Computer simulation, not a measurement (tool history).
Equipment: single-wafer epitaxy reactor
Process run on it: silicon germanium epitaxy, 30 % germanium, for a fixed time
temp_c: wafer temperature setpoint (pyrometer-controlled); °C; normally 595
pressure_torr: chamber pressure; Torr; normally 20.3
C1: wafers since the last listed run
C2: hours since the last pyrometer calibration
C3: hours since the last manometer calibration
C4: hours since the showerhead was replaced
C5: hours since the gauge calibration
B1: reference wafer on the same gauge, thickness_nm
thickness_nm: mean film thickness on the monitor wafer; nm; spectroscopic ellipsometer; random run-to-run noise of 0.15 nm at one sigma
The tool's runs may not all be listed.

run 1 hour=0 | temp_c=595 pressure_torr=17.6 | C1=0 C2=1966.6 C3=2063.5 C4=7460.8 C5=51.2 | B1=45.642 | thickness_nm=42.657
run 2 hour=9.8 | temp_c=595 pressure_torr=17.6 | C1=172 C2=1976.4 C3=2073.3 C4=7470.6 C5=61 | B1=45.708 | thickness_nm=42.476
run 3 hour=25.1 | temp_c=595 pressure_torr=17.6 | C1=269 C2=1991.7 C3=2088.6 C4=7485.9 C5=76.3 | B1=45.704 | thickness_nm=42.416
run 4 hour=42.5 | temp_c=595 pressure_torr=17.3 | C1=305 C2=2009.1 C3=2106 C4=7503.3 C5=93.7 | B1=45.645 | thickness_nm=42.262
run 5 hour=60 | temp_c=604 pressure_torr=20.3 | C1=307 C2=2026.6 C3=2123.5 C4=7520.8 C5=111.2 | B1=45.641 | thickness_nm=54.29
run 6 hour=77.6 | temp_c=604 pressure_torr=20.3 | C1=309 C2=2044.2 C3=2141.1 C4=7538.4 C5=128.8 | B1=45.748 | thickness_nm=53.688
run 7 hour=93.8 | temp_c=604 pressure_torr=20.3 | C1=284 C2=2060.4 C3=2157.3 C4=7554.6 C5=145 | B1=45.684 | thickness_nm=53.873
-- hour=107.9 capacitance manometer re-zeroed and calibrated
run 8 hour=108.4 | temp_c=595 pressure_torr=20.3 | C1=116 C2=2075 C3=0.5 C4=7569.2 C5=159.6 | B1=45.721 | thickness_nm=44.374
run 9 hour=122 | temp_c=595 pressure_torr=20.3 | C1=239 C2=2088.6 C3=14.1 C4=7582.8 C5=173.2 | B1=45.749 | thickness_nm=44.457
run 10 hour=135.2 | temp_c=608 pressure_torr=15.5 | C1=232 C2=2101.8 C3=27.3 C4=7596 C5=186.4 | B1=45.673 | thickness_nm=52.486
-- hour=143.8 gauge calibrated
run 11 hour=151.2 | temp_c=603 pressure_torr=17.4 | C1=281 C2=2117.8 C3=43.3 C4=7612 C5=7.4 | B1=45.624 | thickness_nm=49.543
run 12 hour=168.4 | temp_c=595 pressure_torr=20.3 | C1=302 C2=2135 C3=60.5 C4=7629.2 C5=24.6 | B1=45.671 | thickness_nm=44.291
-- hour=183.7 showerhead replaced
run 13 hour=184.2 | temp_c=586 pressure_torr=22.7 | C1=137 C2=2150.8 C3=76.3 C4=0.5 C5=40.4 | B1=45.64 | thickness_nm=38.141
run 14 hour=188 | temp_c=601 pressure_torr=16.2 | C1=66 C2=2154.6 C3=80.1 C4=4.3 C5=44.2 | B1=45.705 | thickness_nm=46.054
run 15 hour=202.2 | temp_c=600 pressure_torr=24.9 | C1=249 C2=2168.8 C3=94.3 C4=18.5 C5=58.4 | B1=45.712 | thickness_nm=53.164
-- hour=214.9 pyrometer calibrated
run 16 hour=251.5 | temp_c=604 pressure_torr=22.9 | C1=726 C2=36.6 C3=143.6 C4=67.8 C5=107.7 | B1=45.726 | thickness_nm=62.362
run 17 hour=261.6 | temp_c=595 pressure_torr=20.3 | C1=177 C2=46.7 C3=153.7 C4=77.9 C5=117.8 | B1=45.752 | thickness_nm=49.364
run 18 hour=277.8 | temp_c=604 pressure_torr=22.9 | C1=284 C2=62.9 C3=169.9 C4=94.1 C5=134 | B1=45.707 | thickness_nm=62.377
run 19 hour=287.1 | temp_c=595 pressure_torr=20.3 | C1=163 C2=72.2 C3=179.2 C4=103.4 C5=143.3 | B1=45.67 | thickness_nm=49.554

Predict each of these 4 candidate next runs independently; none follows another, all start after run 19:
run A hour=287.5 | temp_c=595 pressure_torr=23.4 | C1=7 C2=72.6 C3=179.6 C4=103.8 C5=143.7 | B1=? | thickness_nm=?
run B hour=287.5 | temp_c=608 pressure_torr=23.6 | C1=7 C2=72.6 C3=179.6 C4=103.8 C5=143.7 | B1=? | thickness_nm=?
run C hour=287.5 | temp_c=603 pressure_torr=20.3 | C1=7 C2=72.6 C3=179.6 C4=103.8 C5=143.7 | B1=? | thickness_nm=?
run D hour=287.5 | temp_c=586 pressure_torr=16.6 | C1=7 C2=72.6 C3=179.6 C4=103.8 C5=143.7 | B1=? | thickness_nm=?

run=A B1=45.71 thickness_nm=51.93
run=B B1=45.71 thickness_nm=68.217
run=C B1=45.71 thickness_nm=58.09
run=D B1=45.71 thickness_nm=37.559
Stripped of hidden state, with their random variation kept, the same runs would have yielded:
run=A thickness_nm=52.332
run=B thickness_nm=68.726
run=C thickness_nm=58.529
run=D thickness_nm=37.856
